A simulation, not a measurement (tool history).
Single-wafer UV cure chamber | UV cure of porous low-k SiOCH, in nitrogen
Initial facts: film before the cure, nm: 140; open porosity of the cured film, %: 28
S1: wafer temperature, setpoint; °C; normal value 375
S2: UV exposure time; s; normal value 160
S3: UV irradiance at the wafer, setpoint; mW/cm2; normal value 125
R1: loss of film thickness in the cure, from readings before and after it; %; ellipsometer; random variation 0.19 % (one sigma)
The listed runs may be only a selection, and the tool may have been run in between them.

| run | hour | S1 | S2 | S3 | R1 |
|---|---|---|---|---|---|
| 1 | 0 | 375 | 160 | 125 | 13.376 |
| 2 | 74.6 | 375 | 160 | 125 | 13.278 |
| 3 | 169.5 | 375 | 160 | 125 | 13.492 |
| 4 | 271.6 | 375 | 160 | 125 | 13.019 |
| 5 | 329.5 | 375 | 195 | 125 | 13.705 |
|  | 425.2 | quartz window cleaned |
| 6 | 425.7 | 375 | 195 | 125 | 14.601 |
| 7 | 462.7 | 375 | 160 | 105 | 12.124 |
| 8 | 528.8 | 375 | 160 | 105 | 12.294 |
| 9 | 636 | 375 | 130 | 125 | 12.228 |
| 10 | 693.9 | 375 | 130 | 125 | 12.007 |
| 11 | 793.5 | 375 | 160 | 125 | 13.526 |
| 12 | 878.2 | 375 | 160 | 125 | 13.196 |
| 13 | 921.9 | 366 | 160 | 125 | 13.054 |
| 14 | 959.2 | 366 | 160 | 125 | 13.26 |
| 15 | 1057.6 | 375 | 210 | 125 | 14.708 |
|  | 1114.4 | quartz window cleaned |
| 16 | 1115.8 | 375 | 160 | 106 | 12.178 |
| 17 | 1181.3 | 375 | 160 | 106 | 12.286 |
| 18 | 1245.2 | 375 | 200 | 125 | 14.426 |
| 19 | 1311.9 | 375 | 200 | 125 | 14.374 |
| 20 | 1385.6 | 388 | 160 | 125 | 13.498 |
| 21 | 1489.3 | 375 | 160 | 125 | 13.4 |
| 22 | 1540.2 | 392 | 160 | 99 | 12.116 |
|  | 1563.4 | UV bulbs replaced |
| 23 | 1603.4 | 375 | 160 | 125 | 13.361 |
|  | 1723.2 | quartz window cleaned |
| 24 | 1853.2 | 388 | 195 | 94 | 12.813 |
| 25 | 1901.7 | 384 | 95 | 125 | 11.02 |
| 26 | 1975.8 | 375 | 160 | 125 | 12.828 |
| 27 | 2064.4 | 365 | 160 | 125 | 12.733 |
| 28 | 2142.4 | 375 | 160 | 125 | 13.048 |
| 29 | 2261.3 | 384 | 160 | 125 | 12.949 |
| 30 | 2361.7 | 383 | 100 | 152 | 11.975 |
|  | 2402.8 | quartz window cleaned |
| 31 | 2437.6 | 375 | 160 | 125 | 13.075 |
| 32 | 2479.5 | 386 | 160 | 156 | 14.896 |
| 33 | 2558.8 | 375 | 70 | 91 | 7.85 |
| 34 | 2628.5 | 385 | 130 | 155 | 13.72 |
| 35 | 2700.9 | 391 | 160 | 85 | 11.632 |
| 36 | 2772.4 | 375 | 160 | 125 | 13.502 |
| 37 | 2878 | 375 | 160 | 112 | 12.516 |
| 38 | 2929 | 375 | 160 | 111 | 12.446 |
|  | 3024.4 | quartz window cleaned |
| 39 | 3024.9 | 363 | 190 | 160 | 14.684 |
| 40 | 3097 | 375 | 160 | 125 | 13.33 |
| 41 | 3179.7 | 375 | 160 | 125 | 13.037 |
| 42 | 3269.5 | 375 | 105 | 125 | 11.578 |
|  | 3357.5 | UV bulbs replaced |
| 43 | 3358 | 375 | 160 | 103 | 11.989 |

Hidden state, per run?
lamp output below its setpoint, %: 0, the same for each run
transmission lost against a clean window, %: 0, the same for each run
